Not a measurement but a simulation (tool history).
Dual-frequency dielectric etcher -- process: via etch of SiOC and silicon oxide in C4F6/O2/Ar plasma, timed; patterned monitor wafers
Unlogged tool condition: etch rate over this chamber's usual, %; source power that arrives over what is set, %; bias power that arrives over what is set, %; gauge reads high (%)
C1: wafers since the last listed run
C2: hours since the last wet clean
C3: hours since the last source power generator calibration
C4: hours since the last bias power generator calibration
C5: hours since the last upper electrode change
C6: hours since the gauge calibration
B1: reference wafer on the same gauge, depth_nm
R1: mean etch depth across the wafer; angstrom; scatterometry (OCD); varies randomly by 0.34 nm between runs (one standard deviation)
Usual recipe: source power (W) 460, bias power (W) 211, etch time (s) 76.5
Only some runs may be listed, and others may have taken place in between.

run 1 day=0 | source_power_(W)=460 bias_power_(W)=235 etch_time_(s)=76.5 | C1=0 C2=193.7 C3=2084.2 C4=2963.4 C5=1706.2 C6=888.1 | B1=91.2 | R1=969
run 2 day=1.6 | source_power_(W)=460 bias_power_(W)=224 etch_time_(s)=76.5 | C1=537 C2=232.1 C3=2122.6 C4=3001.8 C5=1744.6 C6=926.5 | B1=91.2 | R1=953
run 3 day=2.633 | source_power_(W)=460 bias_power_(W)=224 etch_time_(s)=76.5 | C1=347 C2=256.9 C3=2147.4 C4=3026.6 C5=1769.4 C6=951.3 | B1=91.2 | R1=950
run 4 day=5.467 | source_power_(W)=460 bias_power_(W)=211 etch_time_(s)=88.5 | C1=952 C2=324.9 C3=2215.4 C4=3094.6 C5=1837.4 C6=1019.3 | B1=91.2 | R1=1068
run 5 day=7.096 | source_power_(W)=460 bias_power_(W)=211 etch_time_(s)=70 | C1=547 C2=364 C3=2254.5 C4=3133.7 C5=1876.5 C6=1058.4 | B1=91.2 | R1=844
run 6 day=8.158 | source_power_(W)=460 bias_power_(W)=211 etch_time_(s)=70 | C1=357 C2=389.5 C3=2280 C4=3159.2 C5=1902 C6=1083.9 | B1=91.1 | R1=837
-- day=9.617 wet clean of the chamber
run 7 day=9.638 | source_power_(W)=460 bias_power_(W)=211 etch_time_(s)=70 | C1=161 C2=0.5 C3=2315.5 C4=3194.7 C5=1937.5 C6=1119.4 | B1=91.1 | R1=863
run 8 day=12.208 | source_power_(W)=490 bias_power_(W)=211 etch_time_(s)=76.5 | C1=863 C2=62.2 C3=2377.2 C4=3256.4 C5=1999.2 C6=1181.1 | B1=91.3 | R1=951
run 9 day=13.425 | source_power_(W)=460 bias_power_(W)=211 etch_time_(s)=76.5 | C1=408 C2=91.4 C3=2406.4 C4=3285.6 C5=2028.4 C6=1210.3 | B1=91.2 | R1=935
run 10 day=15.2 | source_power_(W)=460 bias_power_(W)=211 etch_time_(s)=76.5 | C1=596 C2=134 C3=2449 C4=3328.2 C5=2071 C6=1252.9 | B1=91.2 | R1=934
-- day=16.583 gauge calibrated
run 11 day=17.062 | source_power_(W)=460 bias_power_(W)=211 etch_time_(s)=86 | C1=625 C2=178.7 C3=2493.7 C4=3372.9 C5=2115.7 C6=11.5 | B1=91.2 | R1=1044
run 12 day=19.575 | source_power_(W)=460 bias_power_(W)=211 etch_time_(s)=76.5 | C1=844 C2=239 C3=2554 C4=3433.2 C5=2176 C6=71.8 | B1=91.2 | R1=928
-- day=28.054 wet clean of the chamber
run 13 day=28.104 | source_power_(W)=460 bias_power_(W)=211 etch_time_(s)=76.5 | C1=2529 C2=1.2 C3=2758.7 C4=3637.9 C5=2380.7 C6=276.5 | B1=91.2 | R1=955
-- day=30.379 bias power generator calibrated
run 14 day=30.583 | source_power_(W)=460 bias_power_(W)=211 etch_time_(s)=76.5 | C1=777 C2=60.7 C3=2818.2 C4=4.9 C5=2440.2 C6=336 | B1=91.3 | R1=945
run 15 day=32.525 | source_power_(W)=400 bias_power_(W)=237 etch_time_(s)=76.5 | C1=652 C2=107.3 C3=2864.8 C4=51.5 C5=2486.8 C6=382.6 | B1=91.2 | R1=953
run 16 day=33.729 | source_power_(W)=520 bias_power_(W)=166 etch_time_(s)=62.5 | C1=404 C2=136.2 C3=2893.7 C4=80.4 C5=2515.7 C6=411.5 | B1=91.2 | R1=724
run 17 day=36.358 | source_power_(W)=570 bias_power_(W)=160 etch_time_(s)=97 | C1=883 C2=199.3 C3=2956.8 C4=143.5 C5=2578.8 C6=474.6 | B1=91.3 | R1=1117
run 18 day=38.754 | source_power_(W)=530 bias_power_(W)=211 etch_time_(s)=76.5 | C1=805 C2=256.8 C3=3014.3 C4=201 C5=2636.3 C6=532.1 | B1=91.2 | R1=957
run 19 day=39.883 | source_power_(W)=390 bias_power_(W)=165 etch_time_(s)=76.5 | C1=379 C2=283.9 C3=3041.4 C4=228.1 C5=2663.4 C6=559.2 | B1=91.2 | R1=823
-- day=45.121 source power generator calibrated
-- day=45.4 wet clean of the chamber
run 20 day=47.071 | source_power_(W)=380 bias_power_(W)=211 etch_time_(s)=76.5 | C1=2265 C2=40.1 C3=46.8 C4=400.6 C5=2835.9 C6=731.7 | B1=91.1 | R1=920
-- day=50.579 upper electrode replaced
run 21 day=50.6 | source_power_(W)=460 bias_power_(W)=211 etch_time_(s)=76.5 | C1=849 C2=124.8 C3=131.5 C4=485.3 C5=0.5 C6=816.4 | B1=91.1 | R1=943
run 22 day=52.612 | source_power_(W)=370 bias_power_(W)=211 etch_time_(s)=61 | C1=676 C2=173.1 C3=179.8 C4=533.6 C5=48.8 C6=864.7 | B1=91.2 | R1=726
run 23 day=55.296 | source_power_(W)=380 bias_power_(W)=244 etch_time_(s)=94.5 | C1=901 C2=237.5 C3=244.2 C4=598 C5=113.2 C6=929.1 | B1=91 | R1=1175
run 24 day=58.088 | source_power_(W)=380 bias_power_(W)=211 etch_time_(s)=60.5 | C1=938 C2=304.5 C3=311.2 C4=665 C5=180.2 C6=996.1 | B1=91.2 | R1=712
-- day=60.696 wet clean of the chamber
run 25 day=60.717 | source_power_(W)=380 bias_power_(W)=192 etch_time_(s)=76.5 | C1=547 C2=0.5 C3=374.3 C4=728.1 C5=243.3 C6=1059.2 | B1=91.2 | R1=882
run 26 day=62.688 | source_power_(W)=460 bias_power_(W)=250 etch_time_(s)=76.5 | C1=662 C2=47.8 C3=421.6 C4=775.4 C5=290.6 C6=1106.5 | B1=91.2 | R1=1003
run 27 day=65.012 | source_power_(W)=460 bias_power_(W)=211 etch_time_(s)=76.5 | C1=781 C2=103.6 C3=477.4 C4=831.2 C5=346.4 C6=1162.3 | B1=91.2 | R1=944
run 28 day=66.683 | source_power_(W)=460 bias_power_(W)=235 etch_time_(s)=64 | C1=561 C2=143.7 C3=517.5 C4=871.3 C5=386.5 C6=1202.4 | B1=91.2 | R1=820
run 29 day=69.417 | source_power_(W)=460 bias_power_(W)=211 etch_time_(s)=76.5 | C1=918 C2=209.3 C3=583.1 C4=936.9 C5=452.1 C6=1268 | B1=91.3 | R1=936

Consider 5 possible next runs. They are alternatives, not a sequence: every one starts from the tool as it was left by run 29. What does each give?
run A day=69.433 | source_power_(W)=460 bias_power_(W)=226 etch_time_(s)=76.5 | C1=5 C2=209.7 C3=583.5 C4=937.3 C5=452.5 C6=1268.4 | B1=? | R1=?
run B day=69.433 | source_power_(W)=340 bias_power_(W)=211 etch_time_(s)=76.5 | C1=5 C2=209.7 C3=583.5 C4=937.3 C5=452.5 C6=1268.4 | B1=? | R1=?
run C day=69.433 | source_power_(W)=420 bias_power_(W)=233 etch_time_(s)=85.5 | C1=5 C2=209.7 C3=583.5 C4=937.3 C5=452.5 C6=1268.4 | B1=? | R1=?
run D day=69.433 | source_power_(W)=530 bias_power_(W)=241 etch_time_(s)=83.5 | C1=5 C2=209.7 C3=583.5 C4=937.3 C5=452.5 C6=1268.4 | B1=? | R1=?
run E day=69.433 | source_power_(W)=420 bias_power_(W)=211 etch_time_(s)=76.5 | C1=5 C2=209.7 C3=583.5 C4=937.3 C5=452.5 C6=1268.4 | B1=? | R1=?

run=A B1=91.2 R1=958
run=B B1=91.2 R1=885
run=C B1=91.2 R1=1064
run=D B1=91.2 R1=1101
run=E B1=91.2 R1=918
Without the tool's unlogged condition, the same runs would have read:
run=A R1=972
run=B R1=898
run=C R1=1080
run=D R1=1117
run=E R1=931

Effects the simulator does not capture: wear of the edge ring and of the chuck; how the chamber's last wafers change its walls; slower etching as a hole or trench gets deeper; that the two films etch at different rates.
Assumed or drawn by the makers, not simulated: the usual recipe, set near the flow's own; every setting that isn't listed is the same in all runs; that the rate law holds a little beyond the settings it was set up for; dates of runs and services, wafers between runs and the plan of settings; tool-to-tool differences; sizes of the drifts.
